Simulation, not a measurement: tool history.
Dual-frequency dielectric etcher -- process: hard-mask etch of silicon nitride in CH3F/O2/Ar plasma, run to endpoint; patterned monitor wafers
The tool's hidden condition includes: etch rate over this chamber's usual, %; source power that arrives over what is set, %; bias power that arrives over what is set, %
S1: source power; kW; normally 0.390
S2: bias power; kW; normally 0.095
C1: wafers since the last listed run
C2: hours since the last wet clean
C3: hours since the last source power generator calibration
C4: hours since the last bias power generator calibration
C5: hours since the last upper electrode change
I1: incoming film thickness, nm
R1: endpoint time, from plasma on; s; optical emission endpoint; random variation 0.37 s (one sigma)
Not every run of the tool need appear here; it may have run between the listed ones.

| run | day | S1 | S2 | C1 | C2 | C3 | C4 | C5 | I1 | R1 |
|---|---|---|---|---|---|---|---|---|---|---|
| 1 | 0.000 | 0.390 | 0.095 | 0 | 169.1 | 3908.9 | 3196.7 | 875.6 | 49.08 | 67.1 |
| 2 | 3.392 | 0.390 | 0.095 | 746 | 250.5 | 3990.3 | 3278.1 | 957.0 | 49.28 | 67.6 |
| 3 | 5.938 | 0.390 | 0.095 | 560 | 311.6 | 4051.4 | 3339.2 | 1018.1 | 49.36 | 67.5 |
| 4 | 9.067 | 0.360 | 0.095 | 688 | 386.7 | 4126.5 | 3414.3 | 1093.2 | 48.93 | 69.6 |
| 5 | 12.758 | 0.360 | 0.095 | 812 | 475.3 | 4215.1 | 3502.9 | 1181.8 | 49.26 | 70.2 |
| 6 | 14.525 | 0.360 | 0.095 | 388 | 517.7 | 4257.5 | 3545.3 | 1224.2 | 49.43 | 70.9 |
| 7 | 16.229 | 0.320 | 0.095 | 374 | 558.6 | 4298.4 | 3586.2 | 1265.1 | 49.18 | 73.4 |
| 8 | 20.171 | 0.320 | 0.095 | 867 | 653.2 | 4393.0 | 3680.8 | 1359.7 | 49.06 | 75.1 |
|  | 20.392 | source power generator calibrated |
|  | 24.996 | wet clean of the chamber |
| 9 | 25.017 | 0.320 | 0.095 | 809 | 0.5 | 111.0 | 3797.1 | 1476.0 | 48.96 | 73.2 |
| 10 | 27.792 | 0.390 | 0.095 | 610 | 67.1 | 177.6 | 3863.7 | 1542.6 | 49.26 | 66.6 |
| 11 | 31.929 | 0.390 | 0.095 | 910 | 166.4 | 276.9 | 3963.0 | 1641.9 | 48.99 | 66.1 |
| 12 | 33.633 | 0.390 | 0.095 | 374 | 207.3 | 317.8 | 4003.9 | 1682.8 | 49.59 | 67.4 |
| 13 | 38.104 | 0.390 | 0.113 | 983 | 314.6 | 425.1 | 4111.2 | 1790.1 | 48.99 | 62.9 |
| 14 | 39.983 | 0.390 | 0.095 | 413 | 359.7 | 470.2 | 4156.3 | 1835.2 | 49.44 | 67.6 |
| 15 | 42.758 | 0.390 | 0.095 | 610 | 426.3 | 536.8 | 4222.9 | 1901.8 | 49.27 | 67.9 |
| 16 | 46.096 | 0.390 | 0.095 | 734 | 506.4 | 616.9 | 4303.0 | 1981.9 | 49.42 | 68.3 |
| 17 | 55.300 | 0.450 | 0.119 | 2025 | 727.3 | 837.8 | 4523.9 | 2202.8 | 48.70 | 57.8 |
|  | 56.662 | bias power generator calibrated |
|  | 57.608 | wet clean of the chamber |
| 18 | 58.846 | 0.340 | 0.102 | 535 | 29.7 | 922.9 | 52.4 | 2287.9 | 49.11 | 69.2 |
| 19 | 71.267 | 0.430 | 0.109 | 2733 | 327.8 | 1221.0 | 350.5 | 2586.0 | 49.38 | 61.5 |
| 20 | 75.492 | 0.390 | 0.080 | 929 | 429.2 | 1322.4 | 451.9 | 2687.4 | 49.54 | 72.2 |
| 21 | 79.117 | 0.330 | 0.073 | 797 | 516.2 | 1409.4 | 538.9 | 2774.4 | 49.32 | 80.3 |
| 22 | 81.900 | 0.390 | 0.095 | 612 | 583.0 | 1476.2 | 605.7 | 2841.2 | 49.13 | 68.5 |
| 23 | 84.058 | 0.340 | 0.107 | 474 | 634.8 | 1528.0 | 657.5 | 2893.0 | 49.00 | 69.0 |
|  | 87.142 | upper electrode replaced |
| 24 | 87.162 | 0.390 | 0.095 | 463 | 709.3 | 1602.5 | 732.0 | 0.5 | 49.03 | 68.7 |
| 25 | 89.129 | 0.360 | 0.074 | 432 | 756.5 | 1649.7 | 779.2 | 47.7 | 49.32 | 77.4 |
|  | 90.433 | wet clean of the chamber |
| 26 | 90.929 | 0.460 | 0.095 | 176 | 11.9 | 1692.9 | 822.4 | 90.9 | 49.35 | 62.8 |
| 27 | 93.983 | 0.390 | 0.095 | 672 | 85.2 | 1766.2 | 895.7 | 164.2 | 49.28 | 66.7 |
| 28 | 97.771 | 0.320 | 0.119 | 833 | 176.1 | 1857.1 | 986.6 | 255.1 | 48.96 | 66.9 |
| 29 | 101.871 | 0.390 | 0.095 | 902 | 274.5 | 1955.5 | 1085.0 | 353.5 | 49.40 | 67.8 |
| 30 | 105.771 | 0.390 | 0.081 | 858 | 368.1 | 2049.1 | 1178.6 | 447.1 | 49.01 | 71.9 |
| 31 | 109.804 | 0.480 | 0.095 | 887 | 464.9 | 2145.9 | 1275.4 | 543.9 | 48.86 | 60.9 |
| 32 | 113.412 | 0.430 | 0.111 | 793 | 551.5 | 2232.5 | 1362.0 | 630.5 | 49.62 | 61.1 |
| 33 | 116.762 | 0.310 | 0.095 | 737 | 631.9 | 2312.9 | 1442.4 | 710.9 | 49.18 | 75.5 |
| 34 | 118.838 | 0.390 | 0.095 | 456 | 681.7 | 2362.7 | 1492.2 | 760.7 | 49.19 | 67.9 |
|  | 122.058 | wet clean of the chamber |
| 35 | 122.675 | 0.340 | 0.109 | 624 | 14.8 | 2454.8 | 1584.3 | 852.8 | 49.07 | 66.9 |

What the log doesn't show, run by run:
source power that arrives over what is set, %: 0 in every run
bias power that arrives over what is set, %: 0 in every run
H1: etch rate over this chamber's usual, %
| run | H1 |
|---|---|
| 1 | -0.625 |
| 2 | -0.901 |
| 3 | -1.11 |
| 4 | -1.36 |
| 5 | -1.66 |
| 6 | -1.81 |
| 7 | -1.94 |
| 8 | -2.27 |
| 9 | -0.0905 |
| 10 | -0.316 |
| 11 | -0.653 |
| 12 | -0.791 |
| 13 | -1.15 |
| 14 | -1.31 |
| 15 | -1.53 |
| 16 | -1.8 |
| 17 | -2.55 |
| 18 | -0.16 |
| 19 | -1.17 |
| 20 | -1.51 |
| 21 | -1.81 |
| 22 | -2.03 |
| 23 | -2.21 |
| 24 | -2.46 |
| 25 | -2.62 |
| 26 | -0.175 |
| 27 | -0.424 |
| 28 | -0.732 |
| 29 | -1.07 |
| 30 | -1.38 |
| 31 | -1.71 |
| 32 | -2 |
| 33 | -2.28 |
| 34 | -2.44 |
| 35 | -0.0337 |

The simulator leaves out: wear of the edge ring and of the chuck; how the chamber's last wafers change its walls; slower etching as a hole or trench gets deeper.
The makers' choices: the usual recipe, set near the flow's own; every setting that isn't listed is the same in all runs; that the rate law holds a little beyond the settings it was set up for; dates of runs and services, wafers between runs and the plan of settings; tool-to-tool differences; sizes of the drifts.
